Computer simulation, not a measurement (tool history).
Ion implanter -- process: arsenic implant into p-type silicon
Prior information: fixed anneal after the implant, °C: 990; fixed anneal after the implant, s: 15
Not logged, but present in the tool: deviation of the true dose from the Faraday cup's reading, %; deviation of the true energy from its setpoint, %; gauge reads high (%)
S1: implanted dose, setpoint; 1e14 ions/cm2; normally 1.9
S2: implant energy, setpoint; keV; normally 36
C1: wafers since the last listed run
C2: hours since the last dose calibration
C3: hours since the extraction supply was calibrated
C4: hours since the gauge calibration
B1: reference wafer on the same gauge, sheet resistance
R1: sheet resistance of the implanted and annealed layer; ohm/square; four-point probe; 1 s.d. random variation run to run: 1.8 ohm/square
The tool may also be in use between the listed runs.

run	hour	S1	S2	C1	C2	C3	C4	B1	R1
1	0	1.9	36	0	917	4879.1	15.3	326.16	394.59
2	18.9	1.9	36	250	935.9	4898	34.2	326.32	392.84
3	47.2	1.9	36	375	964.2	4926.3	62.5	326.11	390.7
4	61.6	1.9	36	191	978.6	4940.7	76.9	326.19	391.84
5	92.6	1.9	36	411	1009.6	4971.7	107.9	326.42	393.5
6	125.5	2.29	31.5	436	1042.5	5004.6	140.8	325.91	348.41
7	142.2	2.29	31.5	221	1059.2	5021.3	157.5	325.4	347.81
8	168.8	1.9	36	352	1085.8	5047.9	184.1	326.08	390.47
9	193	1.9	43	321	1110	5072.1	208.3	326.22	377.14
10	215.6	1.9	36	299	1132.6	5094.7	230.9	325.84	388.76
11	276	1.9	36	801	1193	5155.1	291.3	326.29	387.98
12	308.6	1.9	36	432	1225.6	5187.7	323.9	326.14	389.42
13	387.6	1.9	36	1048	1304.6	5266.7	402.9	325.68	385.04
14	413.1	1.9	30	338	1330.1	5292.2	428.4	326.47	401.57
15	454.5	1.9	30	549	1371.5	5333.6	469.8	325.82	398.42
16	483.4	1.9	30	383	1400.4	5362.5	498.7	326.36	399.62
# hour 490.7: gauge calibrated
# hour 501.7: Faraday cup replaced and dose calibrated
17	515.5	1.9	36	319	13.8	5394.6	24.8	325.59	397.47
18	546.5	1.9	36	411	44.8	5425.6	55.8	326.06	404.27
19	565	2.2	26	245	63.3	5444.1	74.3	326.21	378.68
20	597.4	2.46	46	429	95.7	5476.5	106.7	326.11	318.7
21	612	2.42	25	193	110.3	5491.1	121.3	325.97	352.14
22	641.7	2.09	28	394	140	5520.8	151	325.56	388.12
23	672.3	1.42	24	405	170.6	5551.4	181.6	325.81	524.86
# hour 688.3: extraction supply calibrated
24	696	1.44	31	208	194.3	7.7	205.3	326.28	498.55
25	721.1	1.46	36	333	219.4	32.8	230.4	325.74	482.33
26	743.6	1.7	32.5	298	241.9	55.3	252.9	325.57	440.68
27	762.5	1.75	25.5	250	260.8	74.2	271.8	326.16	445.19
28	789.1	2.08	40	352	287.4	100.8	298.4	326.01	366.17
29	818.9	1.9	36	395	317.2	130.6	328.2	326.08	397.53
30	849.5	2.32	24.5	405	347.8	161.2	358.8	326.1	365.24

The next listed run, before its measurement:
31	871.4	1.35	30.5	290	369.7	183.1	380.7	?	?

B1: 325.97
R1: 523.43 ohm/square
Take away the tool's hidden state, keep the run-to-run variation as it was, and the same run would have given R1 528.54 ohm/square.
